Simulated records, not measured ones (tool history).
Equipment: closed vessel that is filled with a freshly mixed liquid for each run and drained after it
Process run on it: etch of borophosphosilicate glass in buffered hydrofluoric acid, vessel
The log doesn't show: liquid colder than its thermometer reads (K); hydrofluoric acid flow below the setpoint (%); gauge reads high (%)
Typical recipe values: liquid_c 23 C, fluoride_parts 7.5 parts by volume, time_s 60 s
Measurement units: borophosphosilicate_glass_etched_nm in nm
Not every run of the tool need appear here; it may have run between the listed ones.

run,hour,liquid_c,fluoride_parts,time_s,wafers since the last listed run,hours since the thermometer was replaced,hours since the hydrofluoric acid flow meter was replaced,hours since the gauge calibration,"read-back film thickness of the borophosphosilicate glass reference wafer, read on the same gauge (nm)",borophosphosilicate_glass_etched_nm
1,0,25.5,7.5,60,0,677.3,85.1,383.8,119.99,152.62
2,26.9,23,7.5,60,3577,704.2,112,410.7,119.99,134.25
3,62.7,21.5,7.5,60,4761,740,147.8,446.5,120,121.81
4,79,21.5,7.5,60,2167,756.3,164.1,462.8,120.02,122.44
5,93.6,23,7.5,60,1941,770.9,178.7,477.4,120,134.93
6,119.6,23,7.5,60,3457,796.9,204.7,503.4,120,134.73
7,137.5,23,7.5,60,2380,814.8,222.6,521.3,119.97,133.64
8,170,23,7.5,60,4322,847.3,255.1,553.8,119.99,133.69
9,188.8,23,7.5,60,2500,866.1,273.9,572.6,120,132.74
10,204.3,23,7.5,60,2061,881.6,289.4,588.1,120.03,133.54
11,237.6,27.5,7.5,60,4428,914.9,322.7,621.4,120,170.65
# hour 289.5: hydrofluoric acid flow meter replaced
12,322.4,23,7.5,60,11145,999.7,32.9,706.2,120,133.81
# hour 346.2: gauge calibrated
13,357.2,26,6.5,60,4628,1034.5,67.7,11,120,177.41
14,379.5,23,10,90,2965,1056.8,90,33.3,120.01,152.08
15,411.1,20,10,60,4202,1088.4,121.6,64.9,120,85.26
# hour 424.7: thermometer replaced
16,500.9,23,9,60,11810,76.2,211.4,154.7,119.99,110.11
17,519.2,27,9.5,60,2433,94.5,229.7,173,120,130.78
18,533.1,23,7.5,60,1848,108.4,243.6,186.9,119.99,133.25
19,592.4,20,6,85,7886,167.7,302.9,246.2,120.01,198.22
20,612.3,23,7.5,70,2646,187.6,322.8,266.1,119.99,154.76

Here are 5 independent what-if runs from the current tool condition. What would each one return?
A,613,23,7.5,50,93,188.3,323.5,266.8,?,?
B,613,23,7.5,85,93,188.3,323.5,266.8,?,?
C,613,27.5,7.5,90,93,188.3,323.5,266.8,?,?
D,613,21,8.5,45,93,188.3,323.5,266.8,?,?
E,613,19,6,75,93,188.3,323.5,266.8,?,?

run,"read-back film thickness of the borophosphosilicate glass reference wafer, read on the same gauge (nm)",borophosphosilicate_glass_etched_nm
A,119.98,111.05
B,119.98,188.78
C,119.98,254.13
D,119.98,78.15
E,119.98,165.5
What these runs would have given with no unlogged condition in the tool:
run,borophosphosilicate_glass_etched_nm
A,111.05
B,188.78
C,254.13
D,78.15
E,165.5
